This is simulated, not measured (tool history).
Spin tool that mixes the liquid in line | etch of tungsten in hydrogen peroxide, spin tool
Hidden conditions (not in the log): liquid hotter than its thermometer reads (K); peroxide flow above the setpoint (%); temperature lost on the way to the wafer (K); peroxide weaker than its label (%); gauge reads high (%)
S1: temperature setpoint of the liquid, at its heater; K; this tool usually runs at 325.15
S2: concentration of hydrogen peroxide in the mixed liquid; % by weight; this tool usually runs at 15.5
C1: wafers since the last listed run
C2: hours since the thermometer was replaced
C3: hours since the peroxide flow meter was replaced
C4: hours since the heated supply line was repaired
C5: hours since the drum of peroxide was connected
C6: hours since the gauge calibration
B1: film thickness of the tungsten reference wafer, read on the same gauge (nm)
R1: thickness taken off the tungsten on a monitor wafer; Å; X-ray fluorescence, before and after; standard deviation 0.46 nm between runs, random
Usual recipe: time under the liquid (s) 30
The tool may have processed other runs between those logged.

run 1 hour=0.0 | S1=325.15 S2=15.5 time_under_the_liquid_(s)=30 | C1=0 C2=2603.6 C3=916.9 C4=769.4 C5=1320.3 C6=382.6 | B1=130.05 | R1=486.4
run 2 hour=10.0 | S1=325.15 S2=15.5 time_under_the_liquid_(s)=30 | C1=199 C2=2613.6 C3=926.9 C4=779.4 C5=1330.3 C6=392.6 | B1=130.00 | R1=489.8
run 3 hour=25.2 | S1=325.15 S2=15.5 time_under_the_liquid_(s)=30 | C1=303 C2=2628.8 C3=942.1 C4=794.6 C5=1345.5 C6=407.8 | B1=129.96 | R1=491.5
run 4 hour=34.0 | S1=325.15 S2=15.5 time_under_the_liquid_(s)=30 | C1=175 C2=2637.6 C3=950.9 C4=803.4 C5=1354.3 C6=416.6 | B1=130.04 | R1=479.2
-- hour=38.9 peroxide flow meter replaced
run 5 hour=44.6 | S1=319.65 S2=12.0 time_under_the_liquid_(s)=50 | C1=191 C2=2648.2 C3=5.7 C4=814.0 C5=1364.9 C6=427.2 | B1=129.99 | R1=501.7
-- hour=58.1 new drum of peroxide connected
run 6 hour=60.4 | S1=316.15 S2=17.5 time_under_the_liquid_(s)=35 | C1=295 C2=2664.0 C3=21.5 C4=829.8 C5=2.3 C6=443.0 | B1=129.97 | R1=344.2
run 7 hour=76.5 | S1=325.15 S2=15.5 time_under_the_liquid_(s)=30 | C1=321 C2=2680.1 C3=37.6 C4=845.9 C5=18.4 C6=459.1 | B1=130.02 | R1=489.1
run 8 hour=88.8 | S1=325.15 S2=15.5 time_under_the_liquid_(s)=30 | C1=245 C2=2692.4 C3=49.9 C4=858.2 C5=30.7 C6=471.4 | B1=129.94 | R1=493.2
run 9 hour=104.8 | S1=325.15 S2=18.0 time_under_the_liquid_(s)=30 | C1=319 C2=2708.4 C3=65.9 C4=874.2 C5=46.7 C6=487.4 | B1=130.01 | R1=532.1
run 10 hour=117.1 | S1=325.15 S2=12.5 time_under_the_liquid_(s)=45 | C1=245 C2=2720.7 C3=78.2 C4=886.5 C5=59.0 C6=499.7 | B1=130.02 | R1=660.8
run 11 hour=127.6 | S1=325.15 S2=15.5 time_under_the_liquid_(s)=30 | C1=209 C2=2731.2 C3=88.7 C4=897.0 C5=69.5 C6=510.2 | B1=129.97 | R1=483.8
run 12 hour=135.6 | S1=321.15 S2=15.5 time_under_the_liquid_(s)=25 | C1=159 C2=2739.2 C3=96.7 C4=905.0 C5=77.5 C6=518.2 | B1=130.02 | R1=320.4
-- hour=153.7 heated supply line repaired
run 13 hour=154.2 | S1=316.15 S2=17.5 time_under_the_liquid_(s)=35 | C1=351 C2=2757.8 C3=115.3 C4=0.5 C5=96.1 C6=536.8 | B1=130.03 | R1=342.1
run 14 hour=159.0 | S1=318.65 S2=15.5 time_under_the_liquid_(s)=30 | C1=95 C2=2762.6 C3=120.1 C4=5.3 C5=100.9 C6=541.6 | B1=129.99 | R1=320.4
-- hour=189.0 gauge calibrated
run 15 hour=199.1 | S1=330.65 S2=14.0 time_under_the_liquid_(s)=45 | C1=799 C2=2802.7 C3=160.2 C4=45.4 C5=141.0 C6=10.1 | B1=130.03 | R1=958.4
-- hour=200.9 thermometer replaced
run 16 hour=205.2 | S1=331.65 S2=15.5 time_under_the_liquid_(s)=30 | C1=101 C2=4.3 C3=166.3 C4=51.5 C5=147.1 C6=16.2 | B1=130.05 | R1=717.8
run 17 hour=211.9 | S1=321.65 S2=17.0 time_under_the_liquid_(s)=30 | C1=133 C2=11.0 C3=173.0 C4=58.2 C5=153.8 C6=22.9 | B1=129.99 | R1=413.0
run 18 hour=226.4 | S1=325.15 S2=15.5 time_under_the_liquid_(s)=30 | C1=289 C2=25.5 C3=187.5 C4=72.7 C5=168.3 C6=37.4 | B1=129.97 | R1=483.5
run 19 hour=239.4 | S1=325.15 S2=15.5 time_under_the_liquid_(s)=45 | C1=259 C2=38.5 C3=200.5 C4=85.7 C5=181.3 C6=50.4 | B1=130.01 | R1=724.9
run 20 hour=247.7 | S1=316.15 S2=19.5 time_under_the_liquid_(s)=20 | C1=165 C2=46.8 C3=208.8 C4=94.0 C5=189.6 C6=58.7 | B1=129.98 | R1=205.2
run 21 hour=264.1 | S1=325.15 S2=15.5 time_under_the_liquid_(s)=30 | C1=327 C2=63.2 C3=225.2 C4=110.4 C5=206.0 C6=75.1 | B1=129.96 | R1=485.3
run 22 hour=271.9 | S1=317.15 S2=15.5 time_under_the_liquid_(s)=30 | C1=155 C2=71.0 C3=233.0 C4=118.2 C5=213.8 C6=82.9 | B1=129.98 | R1=297.7
run 23 hour=286.7 | S1=331.65 S2=13.5 time_under_the_liquid_(s)=40 | C1=295 C2=85.8 C3=247.8 C4=133.0 C5=228.6 C6=97.7 | B1=130.00 | R1=894.3
run 24 hour=300.0 | S1=325.15 S2=17.0 time_under_the_liquid_(s)=30 | C1=265 C2=99.1 C3=261.1 C4=146.3 C5=241.9 C6=111.0 | B1=129.98 | R1=506.4
run 25 hour=314.7 | S1=325.15 S2=15.5 time_under_the_liquid_(s)=30 | C1=293 C2=113.8 C3=275.8 C4=161.0 C5=256.6 C6=125.7 | B1=130.01 | R1=479.7

Branching from run 25: 5 alternative next runs. What would each branch give?
run A hour=315.1 | S1=325.15 S2=15.5 time_under_the_liquid_(s)=30 | C1=7 C2=114.2 C3=276.2 C4=161.4 C5=257.0 C6=126.1 | B1=? | R1=?
run B hour=315.1 | S1=327.65 S2=19.0 time_under_the_liquid_(s)=45 | C1=7 C2=114.2 C3=276.2 C4=161.4 C5=257.0 C6=126.1 | B1=? | R1=?
run C hour=315.1 | S1=316.15 S2=12.0 time_under_the_liquid_(s)=35 | C1=7 C2=114.2 C3=276.2 C4=161.4 C5=257.0 C6=126.1 | B1=? | R1=?
run D hour=315.1 | S1=325.15 S2=17.0 time_under_the_liquid_(s)=40 | C1=7 C2=114.2 C3=276.2 C4=161.4 C5=257.0 C6=126.1 | B1=? | R1=?
run E hour=315.1 | S1=334.65 S2=19.0 time_under_the_liquid_(s)=35 | C1=7 C2=114.2 C3=276.2 C4=161.4 C5=257.0 C6=126.1 | B1=? | R1=?

run=A B1=130.00 R1=484.8
run=B B1=130.00 R1=935.3
run=C B1=130.00 R1=284.6
run=D B1=130.00 R1=677.0
run=E B1=130.00 R1=1093.3
Without the tool's unlogged condition, the same runs would have read:
run=A R1=484.8
run=B R1=935.3
run=C R1=284.6
run=D R1=677.0
run=E R1=1093.3
